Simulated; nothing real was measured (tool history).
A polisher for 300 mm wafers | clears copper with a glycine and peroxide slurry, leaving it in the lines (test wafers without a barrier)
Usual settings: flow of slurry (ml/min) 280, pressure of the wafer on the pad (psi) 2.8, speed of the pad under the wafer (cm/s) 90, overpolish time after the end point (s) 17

run,hour,flow of slurry (ml/min),pressure of the wafer on the pad (psi),speed of the pad under the wafer (cm/s),overpolish time after the end point (s),"incoming thickness of the incoming film, nm",time until the end point was called (s),dishing of a wide line in a test structure (angstrom)
1,0.0,280,2.8,90,25,631.8,145.0,724
2,12.2,280,2.8,90,25,639.7,148.6,704
# hour 49.2: worn pad replaced by a new one
3,49.7,280,2.8,90,25,646.6,151.0,694
4,72.6,280,2.8,90,17,641.4,150.6,502
5,100.3,280,2.8,90,17,647.1,149.8,513
6,129.4,280,2.8,90,17,641.6,155.7,503
7,146.3,280,2.8,90,17,633.4,152.0,527
8,176.5,280,2.8,70,17,640.4,180.7,433
9,197.7,280,2.8,70,17,649.6,185.8,442
10,211.1,280,2.2,90,17,647.3,181.1,445
11,225.7,280,2.2,90,17,651.6,179.6,453
# hour 252.0: worn pad replaced by a new one
12,254.0,280,2.8,90,17,645.2,153.3,522
13,282.5,360,2.2,76,20,634.1,189.1,484
14,300.1,280,2.8,90,23,638.6,153.4,675
# hour 319.3: slurry nozzle cleaned
15,330.1,280,2.8,82,17,654.8,149.3,508
16,361.4,280,2.8,90,25,649.4,143.1,773
17,388.1,280,2.8,90,17,638.1,142.5,554
18,403.0,365,2.5,90,17,654.5,152.8,525
# hour 455.6: worn pad replaced by a new one
19,462.0,325,3.5,90,7,640.2,117.7,286
20,491.6,230,2.8,90,22,642.8,148.2,666
# hour 527.8: head pressure recalibrated
21,568.0,280,3.3,90,17,656.7,132.2,580
22,593.4,280,2.5,90,17,642.8,162.2,490
23,623.8,280,3.4,90,17,640.7,125.8,597
24,637.6,280,2.8,90,17,644.6,143.2,535
25,673.4,280,2.3,90,17,653.2,165.2,473
# hour 684.2: worn pad replaced by a new one
26,702.7,280,2.8,90,25,646.7,145.8,736
27,731.7,220,3.6,98,7,650.1,121.9,283
28,755.3,350,2.8,76,9,654.0,168.1,279
29,786.1,230,2.8,90,17,649.8,159.3,518
30,820.7,230,3.5,90,17,640.8,133.9,582
31,854.5,280,2.8,90,14,643.6,150.6,449
# hour 872.0: worn pad replaced by a new one
32,880.4,280,2.8,90,17,642.4,149.9,531
33,897.0,280,2.8,90,17,636.0,150.4,517

5 ways to go on from here, each from the tool as it stands after run 33. What would each give?
A,897.5,280,2.8,90,17,645.0,?,?
B,897.5,210,2.8,98,17,645.0,?,?
C,897.5,280,2.8,90,9,645.0,?,?
D,897.5,200,2.8,66,11,645.0,?,?
E,897.5,280,2.8,122,17,645.0,?,?

run,time until the end point was called (s),dishing of a wide line in a test structure (angstrom)
A,151.3,516
B,150.6,517
C,151.3,293
D,208.6,264
E,117.5,632
Without the tool's hidden state the same runs would have given:
run,time until the end point was called (s),dishing of a wide line in a test structure (angstrom)
A,139.6,553
B,135.0,567
C,139.6,316
D,186.0,293
E,108.4,674
